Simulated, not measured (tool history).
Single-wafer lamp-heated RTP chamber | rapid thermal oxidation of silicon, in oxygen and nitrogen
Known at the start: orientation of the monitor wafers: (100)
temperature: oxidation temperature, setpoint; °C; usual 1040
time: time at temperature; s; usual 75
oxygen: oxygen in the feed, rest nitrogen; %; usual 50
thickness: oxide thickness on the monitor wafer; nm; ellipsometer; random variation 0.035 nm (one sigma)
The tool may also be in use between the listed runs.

run   hour  temperature  time  oxygen  wafers since the last listed run  wafers since the last pyrometer calibration  hours since the oxygen flow controller was replaced  hours since the gauge calibration  read-back reference wafer on the same gauge, thickness  thickness
  1      0         1040    75      50                                 0                                         4009                                               4940.1                              691.4                                                   5.621      7.155
      45.1  -- pyrometer window cleaned and pyrometer calibrated
  2   45.6         1040    75      50                               432                                            6                                               4985.7                                737                                                    5.62      6.988
  3   88.4         1040    75      50                               492                                          498                                               5028.5                              779.8                                                   5.614       7.01
  4  225.1         1040    75      50                              1571                                         2069                                               5165.2                              916.5                                                   5.621      7.099
     263.1  -- oxygen flow controller replaced
  5  267.5         1040    75      50                               395                                         2465                                                  4.4                              958.9                                                   5.607      7.156
  6  331.4         1040    75      50                               734                                         3199                                                 68.3                             1022.8                                                   5.618      7.169
     352.9  -- gauge calibrated
  7  381.7         1025    85      50                               578                                         3778                                                118.6                               28.8                                                   5.616      6.736
     420.2  -- pyrometer window cleaned and pyrometer calibrated
  8    560         1069    90      58                              1957                                         1607                                                296.9                              207.1                                                   5.618     10.474
     595.2  -- pyrometer window cleaned and pyrometer calibrated, repeated, since the last time left the tool worse
  9  623.4         1040    75      21                               636                                          323                                                360.3                              270.5                                                   5.614       5.19
 10  653.7         1040    75      63                               348                                          672                                                390.6                              300.8                                                   5.618      7.597
 11  725.5         1040    75      50                               825                                         1497                                                462.4                              372.6                                                   5.623      7.105
 12  757.9         1017    42      66                               372                                         1869                                                494.8                                405                                                   5.616      5.202
 13  806.3         1011    92      50                               556                                         2426                                                543.2                              453.4                                                   5.612      6.406
 14  857.2         1040    96      50                               585                                         3011                                                594.1                              504.3                                                   5.613      7.967

Forecast each of these 4 alternatives for the next run:
  A  857.7         1040    75      27                                 5                                         3017                                                594.6                              504.8                                                       ?          ?
  B  857.7         1067    75      50                                 5                                         3017                                                594.6                              504.8                                                       ?          ?
  C  857.7         1063    75      78                                 5                                         3017                                                594.6                              504.8                                                       ?          ?
  D  857.7         1040    75      72                                 5                                         3017                                                594.6                              504.8                                                       ?          ?

run  read-back reference wafer on the same gauge, thickness  thickness
  A                                                   5.613      5.783
  B                                                   5.613      8.598
  C                                                   5.613      9.818
  D                                                   5.613      8.161
Without the tool's hidden state the same runs would have given:
run  thickness
  A      5.594
  B       8.32
  C      9.497
  D      7.885
